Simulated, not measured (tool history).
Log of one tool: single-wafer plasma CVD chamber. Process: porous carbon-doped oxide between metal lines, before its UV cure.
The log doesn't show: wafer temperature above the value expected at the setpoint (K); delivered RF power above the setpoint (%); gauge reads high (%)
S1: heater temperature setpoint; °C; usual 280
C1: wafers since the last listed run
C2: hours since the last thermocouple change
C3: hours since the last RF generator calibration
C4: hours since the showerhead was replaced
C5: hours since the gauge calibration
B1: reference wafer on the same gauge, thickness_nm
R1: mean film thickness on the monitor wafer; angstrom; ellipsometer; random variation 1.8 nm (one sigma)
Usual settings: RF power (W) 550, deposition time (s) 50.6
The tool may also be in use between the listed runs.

{"run": 1, "hour": 0.0, "S1": 280, "RF power (W)": 550, "deposition time (s)": 50.6, "C1": 0, "C2": 1766.9, "C3": 592.9, "C4": 5670.4, "C5": 128.7, "B1": 326.427, "R1": 3186.18}
{"run": 2, "hour": 19.7, "S1": 280, "RF power (W)": 550, "deposition time (s)": 50.6, "C1": 414, "C2": 1786.6, "C3": 612.6, "C4": 5690.1, "C5": 148.4, "B1": 326.167, "R1": 3208.78}
{"run": 3, "hour": 32.2, "S1": 275, "RF power (W)": 550, "deposition time (s)": 50.6, "C1": 263, "C2": 1799.1, "C3": 625.1, "C4": 5702.6, "C5": 160.9, "B1": 326.929, "R1": 3334.63}
{"run": 4, "hour": 62.8, "S1": 280, "RF power (W)": 550, "deposition time (s)": 50.6, "C1": 644, "C2": 1829.7, "C3": 655.7, "C4": 5733.2, "C5": 191.5, "B1": 327.246, "R1": 3177.42}
{"run": 5, "hour": 86.5, "S1": 280, "RF power (W)": 550, "deposition time (s)": 50.6, "C1": 498, "C2": 1853.4, "C3": 679.4, "C4": 5756.9, "C5": 215.2, "B1": 326.838, "R1": 3204.63}
{"run": 6, "hour": 106.0, "S1": 280, "RF power (W)": 550, "deposition time (s)": 54.3, "C1": 410, "C2": 1872.9, "C3": 698.9, "C4": 5776.4, "C5": 234.7, "B1": 327.01, "R1": 3424.79}
{"run": 7, "hour": 129.4, "S1": 280, "RF power (W)": 550, "deposition time (s)": 54.3, "C1": 492, "C2": 1896.3, "C3": 722.3, "C4": 5799.8, "C5": 258.1, "B1": 326.581, "R1": 3419.79}
{"run": 8, "hour": 145.9, "S1": 280, "RF power (W)": 550, "deposition time (s)": 50.6, "C1": 347, "C2": 1912.8, "C3": 738.8, "C4": 5816.3, "C5": 274.6, "B1": 327.072, "R1": 3215.82}
{"run": 9, "hour": 164.1, "S1": 280, "RF power (W)": 595, "deposition time (s)": 50.6, "C1": 383, "C2": 1931, "C3": 757, "C4": 5834.5, "C5": 292.8, "B1": 327.405, "R1": 3328.55}
{"hour": 195.9, "done": "thermocouple changed; heater temperature recalibrated"}
{"hour": 196.2, "done": "showerhead replaced"}
{"run": 10, "hour": 200.0, "S1": 290, "RF power (W)": 550, "deposition time (s)": 42.3, "C1": 581, "C2": 4.1, "C3": 792.9, "C4": 3.8, "C5": 328.7, "B1": 327.901, "R1": 2496.54}
{"hour": 200.8, "done": "gauge calibrated"}
{"run": 11, "hour": 226.4, "S1": 280, "RF power (W)": 550, "deposition time (s)": 50.6, "C1": 555, "C2": 30.5, "C3": 819.3, "C4": 30.2, "C5": 25.6, "B1": 326.699, "R1": 3203.25}

The next listed run, before its measurement:
{"run": 12, "hour": 254.0, "S1": 285, "RF power (W)": 495, "deposition time (s)": 41.2, "C1": 581, "C2": 58.1, "C3": 846.9, "C4": 57.8, "C5": 53.2, "B1": "?", "R1": "?"}

B1: 326.235
R1: 2394.39 angstrom
Without the tool's hidden state the same run would have given R1 2394.39 angstrom.
